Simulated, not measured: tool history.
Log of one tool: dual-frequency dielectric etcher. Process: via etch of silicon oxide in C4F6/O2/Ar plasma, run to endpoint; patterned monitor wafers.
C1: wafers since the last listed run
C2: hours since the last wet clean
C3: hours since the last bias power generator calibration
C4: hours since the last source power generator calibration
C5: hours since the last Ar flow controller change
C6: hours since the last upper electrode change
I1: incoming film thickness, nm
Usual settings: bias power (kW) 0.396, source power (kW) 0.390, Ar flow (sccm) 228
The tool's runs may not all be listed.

run 1 hour=0.0 | bias_power_(kW)=0.396 source_power_(kW)=0.390 Ar_flow_(sccm)=228 | C1=0 C2=324.7 C3=4455.0 C4=3946.0 C5=5670.9 C6=4954.4 | I1=124.9 | endpoint_time_(s)=28.9
run 2 hour=30.7 | bias_power_(kW)=0.396 source_power_(kW)=0.390 Ar_flow_(sccm)=228 | C1=320 C2=355.4 C3=4485.7 C4=3976.7 C5=5701.6 C6=4985.1 | I1=122.9 | endpoint_time_(s)=28.4
-- hour=87.6 wet clean of the chamber
run 3 hour=102.5 | bias_power_(kW)=0.396 source_power_(kW)=0.390 Ar_flow_(sccm)=192 | C1=499 C2=14.9 C3=4557.5 C4=4048.5 C5=5773.4 C6=5056.9 | I1=123.4 | endpoint_time_(s)=28.7
run 4 hour=291.6 | bias_power_(kW)=0.396 source_power_(kW)=0.390 Ar_flow_(sccm)=228 | C1=1976 C2=204.0 C3=4746.6 C4=4237.6 C5=5962.5 C6=5246.0 | I1=123.9 | endpoint_time_(s)=28.9
run 5 hour=361.1 | bias_power_(kW)=0.396 source_power_(kW)=0.390 Ar_flow_(sccm)=228 | C1=726 C2=273.5 C3=4816.1 C4=4307.1 C5=6032.0 C6=5315.5 | I1=124.3 | endpoint_time_(s)=28.7
-- hour=368.1 bias power generator calibrated
-- hour=395.6 source power generator calibrated
run 6 hour=418.2 | bias_power_(kW)=0.396 source_power_(kW)=0.390 Ar_flow_(sccm)=228 | C1=513 C2=330.6 C3=50.1 C4=22.6 C5=6089.1 C6=5372.6 | I1=123.7 | endpoint_time_(s)=28.6
-- hour=483.5 wet clean of the chamber
run 7 hour=484.0 | bias_power_(kW)=0.396 source_power_(kW)=0.390 Ar_flow_(sccm)=228 | C1=436 C2=0.5 C3=115.9 C4=88.4 C5=6154.9 C6=5438.4 | I1=124.2 | endpoint_time_(s)=29.3
run 8 hour=516.0 | bias_power_(kW)=0.396 source_power_(kW)=0.390 Ar_flow_(sccm)=228 | C1=334 C2=32.5 C3=147.9 C4=120.4 C5=6186.9 C6=5470.4 | I1=124.3 | endpoint_time_(s)=29.4
-- hour=595.0 upper electrode replaced
run 9 hour=595.5 | bias_power_(kW)=0.396 source_power_(kW)=0.390 Ar_flow_(sccm)=228 | C1=580 C2=112.0 C3=227.4 C4=199.9 C5=6266.4 C6=0.5 | I1=121.7 | endpoint_time_(s)=28.5
-- hour=677.7 Ar flow controller replaced
run 10 hour=780.7 | bias_power_(kW)=0.396 source_power_(kW)=0.450 Ar_flow_(sccm)=249 | C1=1873 C2=297.2 C3=412.6 C4=385.1 C5=103.0 C6=185.7 | I1=123.8 | endpoint_time_(s)=27.5
run 11 hour=806.9 | bias_power_(kW)=0.396 source_power_(kW)=0.390 Ar_flow_(sccm)=228 | C1=273 C2=323.4 C3=438.8 C4=411.3 C5=129.2 C6=211.9 | I1=122.6 | endpoint_time_(s)=28.5
run 12 hour=866.0 | bias_power_(kW)=0.396 source_power_(kW)=0.450 Ar_flow_(sccm)=249 | C1=617 C2=382.5 C3=497.9 C4=470.4 C5=188.3 C6=271.0 | I1=123.6 | endpoint_time_(s)=27.3
run 13 hour=897.6 | bias_power_(kW)=0.450 source_power_(kW)=0.430 Ar_flow_(sccm)=228 | C1=330 C2=414.1 C3=529.5 C4=502.0 C5=219.9 C6=302.6 | I1=121.5 | endpoint_time_(s)=25.9
run 14 hour=922.6 | bias_power_(kW)=0.358 source_power_(kW)=0.310 Ar_flow_(sccm)=196 | C1=261 C2=439.1 C3=554.5 C4=527.0 C5=244.9 C6=327.6 | I1=123.6 | endpoint_time_(s)=31.8
-- hour=983.9 wet clean of the chamber
run 15 hour=1015.8 | bias_power_(kW)=0.396 source_power_(kW)=0.490 Ar_flow_(sccm)=228 | C1=723 C2=31.9 C3=647.7 C4=620.2 C5=338.1 C6=420.8 | I1=123.2 | endpoint_time_(s)=26.6
run 16 hour=1061.1 | bias_power_(kW)=0.363 source_power_(kW)=0.390 Ar_flow_(sccm)=262 | C1=473 C2=77.2 C3=693.0 C4=665.5 C5=383.4 C6=466.1 | I1=123.3 | endpoint_time_(s)=30.0
run 17 hour=1105.8 | bias_power_(kW)=0.490 source_power_(kW)=0.420 Ar_flow_(sccm)=280 | C1=467 C2=121.9 C3=737.7 C4=710.2 C5=428.1 C6=510.8 | I1=124.3 | endpoint_time_(s)=26.8
run 18 hour=1130.7 | bias_power_(kW)=0.396 source_power_(kW)=0.390 Ar_flow_(sccm)=197 | C1=260 C2=146.8 C3=762.6 C4=735.1 C5=453.0 C6=535.7 | I1=122.9 | endpoint_time_(s)=28.6
run 19 hour=1167.7 | bias_power_(kW)=0.396 source_power_(kW)=0.310 Ar_flow_(sccm)=261 | C1=386 C2=183.8 C3=799.6 C4=772.1 C5=490.0 C6=572.7 | I1=123.8 | endpoint_time_(s)=31.5

Forecast each of these 4 alternatives for the next run:
run A hour=1168.1 | bias_power_(kW)=0.396 source_power_(kW)=0.390 Ar_flow_(sccm)=258 | C1=4 C2=184.2 C3=800.0 C4=772.5 C5=490.4 C6=573.1 | I1=122.9 | endpoint_time_(s)=?
run B hour=1168.1 | bias_power_(kW)=0.442 source_power_(kW)=0.480 Ar_flow_(sccm)=265 | C1=4 C2=184.2 C3=800.0 C4=772.5 C5=490.4 C6=573.1 | I1=122.9 | endpoint_time_(s)=?
run C hour=1168.1 | bias_power_(kW)=0.396 source_power_(kW)=0.390 Ar_flow_(sccm)=178 | C1=4 C2=184.2 C3=800.0 C4=772.5 C5=490.4 C6=573.1 | I1=122.9 | endpoint_time_(s)=?
run D hour=1168.1 | bias_power_(kW)=0.307 source_power_(kW)=0.390 Ar_flow_(sccm)=282 | C1=4 C2=184.2 C3=800.0 C4=772.5 C5=490.4 C6=573.1 | I1=122.9 | endpoint_time_(s)=?

run=A endpoint_time_(s)=28.9
run=B endpoint_time_(s)=26.0
run=C endpoint_time_(s)=28.3
run=D endpoint_time_(s)=31.4
Without the tool's hidden state the same runs would have given:
run=A endpoint_time_(s)=29.2
run=B endpoint_time_(s)=26.2
run=C endpoint_time_(s)=28.5
run=D endpoint_time_(s)=31.7
